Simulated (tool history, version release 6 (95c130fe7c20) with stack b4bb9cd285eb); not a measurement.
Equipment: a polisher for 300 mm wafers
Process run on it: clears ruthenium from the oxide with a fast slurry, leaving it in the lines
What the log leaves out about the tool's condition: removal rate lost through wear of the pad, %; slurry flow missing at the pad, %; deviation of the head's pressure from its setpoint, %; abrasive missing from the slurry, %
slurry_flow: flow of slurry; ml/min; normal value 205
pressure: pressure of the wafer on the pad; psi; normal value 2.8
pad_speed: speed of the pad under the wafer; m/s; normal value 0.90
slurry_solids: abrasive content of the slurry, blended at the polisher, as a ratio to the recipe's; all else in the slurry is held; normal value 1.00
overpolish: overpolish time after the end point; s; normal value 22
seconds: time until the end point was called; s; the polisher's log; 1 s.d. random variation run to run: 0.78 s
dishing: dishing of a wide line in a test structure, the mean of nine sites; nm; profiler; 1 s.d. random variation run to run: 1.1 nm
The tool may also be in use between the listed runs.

run	day	slurry_flow	pressure	pad_speed	slurry_solids	overpolish	wafers since the last listed run	wafers polished on this pad	hours since the slurry nozzle was cleaned	hours since the head pressure was calibrated	hours since the slurry blender was calibrated	incoming thickness of the incoming film, nm	seconds	dishing
1	0.000	205	3.0	0.90	1.00	22	0	544	582.7	269.6	75.9	137.5	35.2	63.6
# day 1.317: slurry blender recalibrated
2	1.546	205	2.8	0.90	1.10	22	514	1059	619.8	306.7	5.5	137.5	35.7	63.1
3	1.908	205	2.8	0.90	1.10	22	127	1186	628.5	315.4	14.2	138.2	37.9	62.7
# day 2.296: head pressure recalibrated
# day 2.308: slurry nozzle cleaned
4	2.567	205	2.8	0.90	1.10	22	199	1386	6.2	6.5	30.0	139.6	40.8	57.3
5	3.171	205	3.5	0.90	1.00	22	212	1598	20.7	21.0	44.5	141.2	37.4	64.0
# day 3.604: worn pad replaced by a new one
6	3.625	205	3.5	0.90	1.00	22	101	7	31.6	31.9	55.4	139.3	31.3	66.9
7	4.083	255	2.8	1.10	1.00	22	161	168	42.6	42.9	66.4	139.5	33.8	68.4
8	4.579	205	2.8	0.90	0.90	22	174	343	54.5	54.8	78.3	141.8	43.6	55.6
9	4.925	205	2.3	0.90	0.90	22	121	465	62.8	63.1	86.6	142.2	49.4	50.2
10	5.262	205	2.8	0.90	1.00	31	118	583	70.9	71.2	94.7	142.1	40.9	75.5
# day 5.683: slurry blender recalibrated
11	5.704	175	2.8	1.10	0.80	22	126	710	81.5	81.8	0.5	138.4	38.8	57.2
12	6.183	205	3.2	0.74	1.00	16	168	878	93.0	93.3	12.0	139.7	40.8	43.7
13	6.858	205	2.8	0.90	1.00	22	237	1116	109.2	109.5	28.2	140.1	41.7	56.1
14	7.150	205	2.8	0.90	1.00	22	102	1219	116.2	116.5	35.2	141.0	43.4	57.8
15	7.604	270	2.8	1.16	1.00	26	159	1378	127.1	127.4	46.1	140.4	34.4	72.3
# day 8.079: worn pad replaced by a new one
16	8.125	270	2.8	1.16	1.00	26	124	16	139.6	139.9	58.6	138.1	30.3	76.7
17	8.692	205	2.8	0.90	1.00	22	199	215	153.2	153.5	72.2	137.7	38.4	59.7
18	9.262	245	2.4	1.02	1.00	29	200	416	166.9	167.2	85.9	141.0	40.3	69.0
19	9.804	205	1.8	0.90	0.75	10	190	607	179.9	180.2	98.9	142.3	66.6	19.9
20	10.442	135	2.8	0.90	1.15	22	224	831	195.2	195.5	114.2	141.0	39.9	59.3
# day 10.812: slurry blender recalibrated
21	11.162	240	3.2	0.90	0.85	17	224	1056	212.5	212.8	8.4	138.6	37.6	50.6
22	11.896	150	2.8	1.14	1.00	22	258	1314	230.1	230.4	26.0	141.9	37.2	62.4
# day 12.442: worn pad replaced by a new one
23	12.562	205	1.8	1.16	1.00	29	176	42	246.1	246.4	42.0	140.4	48.4	64.1
24	13.033	245	2.8	0.80	1.00	17	165	207	257.4	257.7	53.3	140.6	38.9	50.9
25	13.642	250	3.8	0.90	1.15	16	214	421	272.0	272.3	67.9	141.1	27.1	61.9
26	13.892	205	2.8	0.90	1.00	22	88	510	278.0	278.3	73.9	142.7	38.8	60.7
27	14.183	205	2.8	0.90	1.00	22	102	612	285.0	285.3	80.9	141.6	38.3	61.7
28	14.612	160	2.8	0.90	1.00	27	151	763	295.3	295.6	91.2	139.9	39.5	69.5
# day 15.046: slurry blender recalibrated
29	15.175	205	3.2	0.90	1.00	22	168	932	308.8	309.1	3.1	139.0	34.4	66.1

3 options for the next run, each taken on its own from the tool as it stands now. Forecast them:
A	15.192	205	2.8	0.68	1.00	22	5	938	309.2	309.5	3.5	139.8	?	?
B	15.192	205	2.8	0.98	1.00	22	5	938	309.2	309.5	3.5	139.8	?	?
C	15.192	205	2.5	0.68	1.15	29	5	938	309.2	309.5	3.5	139.8	?	?

run	seconds	dishing
A	44.6	53.7
B	36.1	63.1
C	46.1	64.6
What these runs would have given with no unlogged condition in the tool:
run	seconds	dishing
A	45.3	53.1
B	36.7	62.4
C	46.8	63.9
